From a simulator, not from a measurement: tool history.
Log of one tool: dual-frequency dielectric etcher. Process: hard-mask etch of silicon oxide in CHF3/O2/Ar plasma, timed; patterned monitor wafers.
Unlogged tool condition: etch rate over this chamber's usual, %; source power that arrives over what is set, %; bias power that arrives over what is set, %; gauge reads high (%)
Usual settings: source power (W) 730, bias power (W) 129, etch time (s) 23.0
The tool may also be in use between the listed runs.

run    hour  source power (W)  bias power (W)  etch time (s)  wafers since the last listed run  hours since the last wet clean  hours since the last source power generator calibration  hours since the last bias power generator calibration  hours since the last upper electrode change  hours since the gauge calibration  read-back reference wafer on the same gauge, depth_nm  mean etch depth across the wafer (Å)
  1     0.0               730             129           23.0                                 0                           343.7                                                   1424.8                                                 1275.5                                       3459.7                              207.0                                                  45.00                                 414.3
        4.3  -- wet clean of the chamber
  2    47.3               730             112           23.0                               593                            43.0                                                   1472.1                                                 1322.8                                       3507.0                              254.3                                                  44.99                                 390.6
  3   111.9               730             112           23.0                               891                           107.6                                                   1536.7                                                 1387.4                                       3571.6                              318.9                                                  45.00                                 392.3
  4   190.8               730             112           23.0                              1088                           186.5                                                   1615.6                                                 1466.3                                       3650.5                              397.8                                                  45.00                                 389.3
  5   267.1               730             129           23.0                              1052                           262.8                                                   1691.9                                                 1542.6                                       3726.8                              474.1                                                  44.99                                 414.3
  6   315.5               730             129           23.0                               667                           311.2                                                   1740.3                                                 1591.0                                       3775.2                              522.5                                                  45.00                                 416.4
      353.7  -- wet clean of the chamber
  7   399.5               730             129           23.0                               827                            45.8                                                   1824.3                                                 1675.0                                       3859.2                              606.5                                                  45.00                                 414.7
      401.5  -- gauge calibrated
      465.4  -- source power generator calibrated
  8   506.5               650             116           23.0                              1421                           152.8                                                     41.1                                                 1782.0                                       3966.2                              105.0                                                  44.99                                 371.5
  9   576.6               730             129           17.5                               967                           222.9                                                    111.2                                                 1852.1                                       4036.3                              175.1                                                  45.02                                 316.0
 10   639.8               730             129           23.0                               872                           286.1                                                    174.4                                                 1915.3                                       4099.5                              238.3                                                  44.99                                 413.7
      675.2  -- bias power generator calibrated
      782.5  -- wet clean of the chamber
 11   866.3               730             129           23.0                              2738                            83.8                                                    400.9                                                  191.1                                       4326.0                              464.8                                                  44.98                                 415.8
      919.2  -- upper electrode replaced
 12   932.6               600             116           29.5                               583                           150.1                                                    467.2                                                  257.4                                         13.4                              531.1                                                  45.01                                 455.3
 13  1014.0               640             129           21.0                              1123                           231.5                                                    548.6                                                  338.8                                         94.8                              612.5                                                  45.01                                 352.3
     1016.1  -- gauge calibrated
 14  1092.5               730             129           23.0                              1083                           310.0                                                    627.1                                                  417.3                                        173.3                               76.4                                                  45.01                                 417.1
 15  1168.3               730             129           19.5                              1045                           385.8                                                    702.9                                                  493.1                                        249.1                              152.2                                                  45.00                                 352.5

Exercise: give the hidden state of the tool at every run:
etch rate over this chamber's usual, %: 0 at every run
source power that arrives over what is set, %: 0 at every run
bias power that arrives over what is set, %: 0 at every run
gauge reads high (%): 0 at every run
